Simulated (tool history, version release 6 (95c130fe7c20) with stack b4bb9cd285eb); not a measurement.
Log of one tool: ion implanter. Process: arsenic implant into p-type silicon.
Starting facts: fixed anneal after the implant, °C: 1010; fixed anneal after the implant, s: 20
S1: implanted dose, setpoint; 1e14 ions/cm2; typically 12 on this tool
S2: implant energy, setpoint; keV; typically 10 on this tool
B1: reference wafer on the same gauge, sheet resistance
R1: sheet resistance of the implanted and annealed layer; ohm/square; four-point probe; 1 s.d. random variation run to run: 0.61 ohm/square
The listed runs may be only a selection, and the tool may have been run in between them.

run,hour,S1,S2,B1,R1
1,0,12,10,150.04,126.19
2,78.1,13.63,8.5,149.94,124.08
3,151.7,13.63,8.5,150.15,124.61
4,236.3,13.63,8.5,150.13,125.05
5,332.8,10.65,10,149.94,134.4
6,402.1,12,10,149.89,126.84
7,484.9,11.22,10,149.86,131.28
# hour 536.6: gauge calibrated
8,578.6,11.22,10,150.21,131.67
9,636.4,13.91,10,150.08,121.56
10,705.7,13.91,10,149.8,121.81
11,785,13.91,10,150.15,120.61
12,880.6,13.71,13,149.7,116.28
# hour 896: Faraday cup replaced and dose calibrated
13,947.2,14.61,8.5,150.12,121.53
14,1033.1,12.93,7.5,149.99,128.17
15,1072.3,12,10,150.2,128.15
16,1156.6,12,12,149.93,123.77
# hour 1168.7: extraction supply calibrated
17,1260.8,8.57,10,150.04,148.53
18,1365.4,14.39,10,150.16,120.78
19,1434.1,13.04,13.5,149.75,117.16
20,1532.7,14.41,11,150.13,117.75
21,1606.4,12,9,150.3,129.53
22,1662.6,11.22,10,150.26,131.12

Below are 5 alternative next runs, each starting from the tool's condition after run 22. Predict each:
A,1663,12,10,?,?
B,1663,8.88,8,?,?
C,1663,13.25,7,?,?
D,1663,15.22,10,?,?
E,1663,14.09,13,?,?

run,B1,R1
A,150.46,127.15
B,150.46,149.1
C,150.46,128.93
D,150.46,118.04
E,150.46,115.27
With no hidden state in the tool, these same runs would have given:
run,R1
A,127.15
B,149.1
C,128.93
D,118.04
E,115.27
